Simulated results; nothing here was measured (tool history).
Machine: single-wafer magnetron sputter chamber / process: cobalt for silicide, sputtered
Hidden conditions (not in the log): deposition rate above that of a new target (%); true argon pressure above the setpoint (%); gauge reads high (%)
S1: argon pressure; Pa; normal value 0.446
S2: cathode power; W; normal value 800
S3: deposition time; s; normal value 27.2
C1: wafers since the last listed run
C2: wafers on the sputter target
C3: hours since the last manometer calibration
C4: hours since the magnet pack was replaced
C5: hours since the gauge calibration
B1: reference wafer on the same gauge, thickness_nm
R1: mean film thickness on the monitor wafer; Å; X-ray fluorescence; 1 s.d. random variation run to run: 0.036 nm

| run | day | S1 | S2 | S3 | C1 | C2 | C3 | C4 | C5 | B1 | R1 |
|---|---|---|---|---|---|---|---|---|---|---|---|
| 1 | 0.000 | 0.446 | 800 | 27.2 | 0 | 3330 | 2215.9 | 6957.0 | 138.3 | 9.601 | 101.13 |
| 2 | 1.296 | 0.446 | 800 | 27.2 | 782 | 4113 | 2247.0 | 6988.1 | 169.4 | 9.601 | 101.34 |
|  | 2.604 | sputter target and shields replaced |
| 3 | 4.500 | 0.446 | 800 | 27.2 | 1734 | 1144 | 2323.9 | 7065.0 | 246.3 | 9.590 | 102.01 |
| 4 | 5.296 | 0.446 | 800 | 27.2 | 480 | 1625 | 2343.0 | 7084.1 | 265.4 | 9.609 | 102.03 |
| 5 | 6.617 | 0.446 | 800 | 27.2 | 798 | 2423 | 2374.7 | 7115.8 | 297.1 | 9.606 | 101.52 |
|  | 7.188 | gauge calibrated |
| 6 | 7.417 | 0.446 | 800 | 27.2 | 483 | 2906 | 2393.9 | 7135.0 | 5.5 | 9.609 | 101.84 |
| 7 | 8.075 | 0.446 | 800 | 27.2 | 397 | 3304 | 2409.7 | 7150.8 | 21.3 | 9.601 | 100.86 |
| 8 | 8.754 | 0.305 | 800 | 30.5 | 410 | 3714 | 2426.0 | 7167.1 | 37.6 | 9.592 | 116.16 |
| 9 | 9.450 | 0.305 | 800 | 30.5 | 420 | 4135 | 2442.7 | 7183.8 | 54.3 | 9.594 | 116.77 |
| 10 | 10.404 | 0.305 | 800 | 30.5 | 576 | 4711 | 2465.6 | 7206.7 | 77.2 | 9.613 | 116.12 |
|  | 10.925 | sputter target and shields replaced |
|  | 11.312 | magnet pack replaced, of another model than before |
| 11 | 11.596 | 0.446 | 800 | 27.2 | 317 | 204 | 2494.2 | 6.8 | 105.8 | 9.597 | 103.02 |
| 12 | 12.842 | 0.446 | 800 | 27.2 | 752 | 957 | 2524.1 | 36.7 | 135.7 | 9.593 | 101.70 |
|  | 13.262 | capacitance manometer re-zeroed and calibrated |
| 13 | 14.196 | 0.380 | 900 | 27.2 | 616 | 1574 | 22.4 | 69.2 | 168.2 | 9.606 | 115.61 |
| 14 | 14.821 | 0.305 | 800 | 30.5 | 377 | 1951 | 37.4 | 84.2 | 183.2 | 9.612 | 116.38 |
| 15 | 16.762 | 0.564 | 850 | 25.8 | 1173 | 3124 | 84.0 | 130.8 | 229.8 | 9.598 | 99.54 |
|  | 17.625 | sputter target and shields replaced |
| 16 | 17.646 | 0.446 | 800 | 27.2 | 332 | 11 | 105.2 | 152.0 | 251.0 | 9.602 | 102.66 |
| 17 | 19.042 | 0.389 | 900 | 23.0 | 843 | 854 | 138.7 | 185.5 | 284.5 | 9.608 | 98.30 |
| 18 | 20.012 | 0.347 | 950 | 31.4 | 586 | 1441 | 162.0 | 208.8 | 307.8 | 9.591 | 142.85 |
|  | 20.696 | gauge calibrated |
| 19 | 20.792 | 0.380 | 900 | 27.2 | 470 | 1912 | 180.7 | 227.5 | 2.3 | 9.604 | 115.92 |
| 20 | 21.542 | 0.446 | 700 | 27.2 | 453 | 2365 | 198.7 | 245.5 | 20.3 | 9.595 | 88.95 |
| 21 | 22.062 | 0.446 | 800 | 27.2 | 314 | 2680 | 211.2 | 258.0 | 32.8 | 9.604 | 100.98 |
| 22 | 23.217 | 0.446 | 800 | 27.2 | 697 | 3377 | 238.9 | 285.7 | 60.5 | 9.594 | 101.05 |
| 23 | 24.088 | 0.619 | 800 | 30.3 | 526 | 3903 | 259.8 | 306.6 | 81.4 | 9.603 | 109.05 |
| 24 | 24.929 | 0.343 | 950 | 23.2 | 508 | 4412 | 280.0 | 326.8 | 101.6 | 9.613 | 103.20 |
|  | 26.288 | sputter target and shields replaced |
| 25 | 26.308 | 0.562 | 850 | 29.7 | 631 | 12 | 313.1 | 359.9 | 134.7 | 9.613 | 116.80 |

Selected run-to-run steps in R1, each split into two signed amounts: the part the tool would show with no hidden state at all (from settings, incoming material and random variation), and the remainder, which goes to the hidden state together with any gauge scatter not common to the measured and the hidden-state-free results:
Run 10 -> 11: S1 0.305 -> 0.446, S3 30.5 -> 27.2, sputter target and shields replaced, magnet pack replaced, of another model than before. R1 -13.10 Å: hidden state +2.25, all else -15.35.
Run 15 -> 16: S1 0.564 -> 0.446, S2 850 -> 800, S3 25.8 -> 27.2, sputter target and shields replaced. R1 +3.12 Å: hidden state +1.72, all else +1.40.
Run 17 -> 18: S1 0.389 -> 0.347, S2 900 -> 950, S3 23.0 -> 31.4. R1 +44.55 Å: hidden state -0.56, all else +45.11.
Run 19 -> 20: S1 0.380 -> 0.446, S2 900 -> 700. R1 -26.97 Å: hidden state +0.06, all else -27.03.
